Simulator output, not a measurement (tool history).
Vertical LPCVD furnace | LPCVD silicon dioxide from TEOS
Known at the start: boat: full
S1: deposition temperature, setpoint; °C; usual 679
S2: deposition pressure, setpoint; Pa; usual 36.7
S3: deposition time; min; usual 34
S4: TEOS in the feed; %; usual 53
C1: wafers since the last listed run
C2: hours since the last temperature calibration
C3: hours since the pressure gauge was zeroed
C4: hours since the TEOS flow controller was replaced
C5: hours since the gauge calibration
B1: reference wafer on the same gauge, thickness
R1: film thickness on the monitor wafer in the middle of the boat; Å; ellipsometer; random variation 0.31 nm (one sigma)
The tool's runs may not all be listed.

run	hour	S1	S2	S3	S4	C1	C2	C3	C4	C5	B1	R1
1	0	679	36.7	34	53	0	2389.7	4014.7	2891.8	381.3	119.02	1308.2
2	17.7	679	36.7	34	53	402	2407.4	4032.4	2909.5	399	119.07	1310.3
3	30.6	679	36.7	34	53	293	2420.3	4045.3	2922.4	411.9	119.01	1302.2
4	59.6	679	36.7	34	53	660	2449.3	4074.3	2951.4	440.9	119.01	1307.7
5	90.4	679	36.7	34	53	701	2480.1	4105.1	2982.2	471.7	118.97	1310.5
6	119.4	679	36.7	34	56	660	2509.1	4134.1	3011.2	500.7	119	1343.2
7	132.7	679	36.7	34	56	302	2522.4	4147.4	3024.5	514	118.94	1345.3
8	152.5	679	36.7	34	53	450	2542.2	4167.2	3044.3	533.8	119.03	1303.9
9	177.2	679	36.7	34	53	562	2566.9	4191.9	3069	558.5	118.99	1308.5
10	210.5	679	36.7	34	53	758	2600.2	4225.2	3102.3	591.8	118.94	1306.5
11	228	679	36.7	34	53	398	2617.7	4242.7	3119.8	609.3	119	1312.7
12	257	679	36.7	34	53	660	2646.7	4271.7	3148.8	638.3	119.02	1310.6
# hour 271.3: gauge calibrated
13	283.6	679	36.7	34	53	605	2673.3	4298.3	3175.4	12.3	119.02	1308.9
14	318.2	679	36.7	34	53	787	2707.9	4332.9	3210	46.9	119.01	1307
15	353.2	679	36.7	34	53	796	2742.9	4367.9	3245	81.9	118.95	1306.7
16	386.7	679	32	46	49	762	2776.4	4401.4	3278.5	115.4	118.99	1595.6
17	413.4	670	44	24.5	59	607	2803.1	4428.1	3305.2	142.1	119.03	875.4
18	442.6	675	40	45	59	664	2832.3	4457.3	3334.4	171.3	118.97	1732
19	454.9	679	36.7	34	53	280	2844.6	4469.6	3346.7	183.6	119.03	1313
20	480.7	679	36.7	24.5	53	587	2870.4	4495.4	3372.5	209.4	119	946.3
21	499.8	679	36.7	34	53	434	2889.5	4514.5	3391.6	228.5	119.03	1312
22	512.1	669	36.7	34	53	280	2901.8	4526.8	3403.9	240.8	119.07	1032.6
23	524.2	690	42.7	25	44	275	2913.9	4538.9	3416	252.9	119.01	1227.6
# hour 595.3: pressure gauge zeroed
24	598.8	679	44	37.5	61	1151	2988.5	3.5	3490.6	327.5	119.02	1697.3
# hour 630: thermocouples replaced and temperature profile calibrated
# hour 635.6: TEOS flow controller replaced
25	636.1	679	36.7	34	53	177	6.1	40.8	0.5	364.8	118.98	1197.3
26	687.4	679	36.7	34	53	1167	57.4	92.1	51.8	416.1	119.09	1202.8
27	722.7	679	44.7	34	58	803	92.7	127.4	87.1	451.4	119.02	1389.7
28	753	679	36.7	28.5	63	689	123	157.7	117.4	481.7	119.02	1106.1
29	768.5	679	36.7	34	53	352	138.5	173.2	132.9	497.2	119.07	1210.9
# hour 786.6: gauge calibrated
30	795.8	679	36.7	34	45	621	165.8	200.5	160.2	9.2	119.01	1114.6
31	821.7	670	31.3	21	47	589	191.7	226.4	186.1	35.1	118.96	525.7

Forecast each of these 4 alternatives for the next run:
A	825.7	679	36.7	34	53	91	195.7	230.4	190.1	39.1	?	?
B	825.7	679	36.7	43.5	60	91	195.7	230.4	190.1	39.1	?	?
C	825.7	679	36.7	44	53	91	195.7	230.4	190.1	39.1	?	?
D	825.7	679	36.7	25	45	91	195.7	230.4	190.1	39.1	?	?

run	B1	R1
A	118.99	1215.2
B	118.99	1654.3
C	118.99	1572.6
D	118.99	823.4
Without the tool's hidden state the same runs would have given:
run	R1
A	1195.7
B	1627.6
C	1547.3
D	810.1
